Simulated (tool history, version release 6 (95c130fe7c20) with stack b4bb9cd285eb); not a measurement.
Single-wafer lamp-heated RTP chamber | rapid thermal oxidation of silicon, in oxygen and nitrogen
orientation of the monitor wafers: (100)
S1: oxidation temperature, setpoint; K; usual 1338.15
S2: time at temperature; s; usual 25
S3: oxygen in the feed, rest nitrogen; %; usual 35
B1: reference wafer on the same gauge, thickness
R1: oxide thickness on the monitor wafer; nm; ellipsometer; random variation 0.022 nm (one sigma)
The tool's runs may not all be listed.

{"run": 1, "hour": 0.0, "S1": 1338.15, "S2": 25, "S3": 35, "B1": 4.061, "R1": 4.213}
{"hour": 7.4, "done": "gauge calibrated"}
{"run": 2, "hour": 21.1, "S1": 1338.15, "S2": 25, "S3": 35, "B1": 4.062, "R1": 4.189}
{"run": 3, "hour": 45.4, "S1": 1338.15, "S2": 25, "S3": 35, "B1": 4.068, "R1": 4.184}
{"hour": 75.6, "done": "pyrometer window cleaned and pyrometer calibrated"}
{"run": 4, "hour": 76.1, "S1": 1338.15, "S2": 25, "S3": 35, "B1": 4.06, "R1": 4.208}
{"run": 5, "hour": 90.1, "S1": 1338.15, "S2": 25, "S3": 35, "B1": 4.062, "R1": 4.178}
{"run": 6, "hour": 122.7, "S1": 1338.15, "S2": 25, "S3": 35, "B1": 4.051, "R1": 4.179}
{"run": 7, "hour": 137.2, "S1": 1338.15, "S2": 25, "S3": 35, "B1": 4.053, "R1": 4.202}
{"run": 8, "hour": 169.7, "S1": 1338.15, "S2": 25, "S3": 35, "B1": 4.064, "R1": 4.197}
{"run": 9, "hour": 191.1, "S1": 1355.15, "S2": 25, "S3": 35, "B1": 4.054, "R1": 4.672}
{"run": 10, "hour": 213.0, "S1": 1355.15, "S2": 25, "S3": 35, "B1": 4.066, "R1": 4.672}
{"run": 11, "hour": 227.0, "S1": 1355.15, "S2": 25, "S3": 35, "B1": 4.056, "R1": 4.66}
{"run": 12, "hour": 245.7, "S1": 1338.15, "S2": 25, "S3": 35, "B1": 4.065, "R1": 4.164}
{"run": 13, "hour": 260.1, "S1": 1338.15, "S2": 25, "S3": 35, "B1": 4.054, "R1": 4.213}
{"run": 14, "hour": 276.5, "S1": 1338.15, "S2": 25, "S3": 35, "B1": 4.055, "R1": 4.194}
{"run": 15, "hour": 299.8, "S1": 1355.15, "S2": 25, "S3": 35, "B1": 4.068, "R1": 4.611}
{"hour": 310.5, "done": "pyrometer window cleaned and pyrometer calibrated"}
{"run": 16, "hour": 325.1, "S1": 1338.15, "S2": 25, "S3": 35, "B1": 4.058, "R1": 4.171}
{"run": 17, "hour": 358.8, "S1": 1338.15, "S2": 30, "S3": 17, "B1": 4.06, "R1": 3.59}
{"run": 18, "hour": 394.5, "S1": 1338.15, "S2": 13, "S3": 17, "B1": 4.065, "R1": 2.718}
{"hour": 415.6, "done": "oxygen flow controller replaced"}
{"run": 19, "hour": 429.3, "S1": 1326.15, "S2": 25, "S3": 57, "B1": 4.056, "R1": 4.592}
{"run": 20, "hour": 463.4, "S1": 1338.15, "S2": 25, "S3": 35, "B1": 4.062, "R1": 4.179}
{"run": 21, "hour": 479.7, "S1": 1356.15, "S2": 35, "S3": 52, "B1": 4.059, "R1": 6.212}
{"run": 22, "hour": 506.2, "S1": 1363.15, "S2": 25, "S3": 35, "B1": 4.064, "R1": 4.881}
{"run": 23, "hour": 525.4, "S1": 1318.15, "S2": 34, "S3": 21, "B1": 4.07, "R1": 3.564}
{"run": 24, "hour": 541.2, "S1": 1338.15, "S2": 25, "S3": 48, "B1": 4.07, "R1": 4.676}
{"hour": 558.5, "done": "pyrometer window cleaned and pyrometer calibrated"}
{"run": 25, "hour": 561.1, "S1": 1338.15, "S2": 25, "S3": 60, "B1": 4.063, "R1": 5.019}
{"hour": 580.0, "done": "gauge calibrated"}
{"run": 26, "hour": 593.1, "S1": 1338.15, "S2": 18, "S3": 55, "B1": 4.063, "R1": 4.294}
{"run": 27, "hour": 625.2, "S1": 1322.15, "S2": 25, "S3": 25, "B1": 4.056, "R1": 3.448}
{"run": 28, "hour": 731.5, "S1": 1338.15, "S2": 33, "S3": 35, "B1": 4.047, "R1": 4.661}
{"run": 29, "hour": 766.9, "S1": 1322.15, "S2": 13, "S3": 23, "B1": 4.054, "R1": 2.721}

What the log doesn't show, run by run:
true wafer temperature minus pyrometer reading, K: 0 in every run
deviation of the oxygen flow from its setpoint, %: 0 in every run
gauge reads high (%): 0 in every run

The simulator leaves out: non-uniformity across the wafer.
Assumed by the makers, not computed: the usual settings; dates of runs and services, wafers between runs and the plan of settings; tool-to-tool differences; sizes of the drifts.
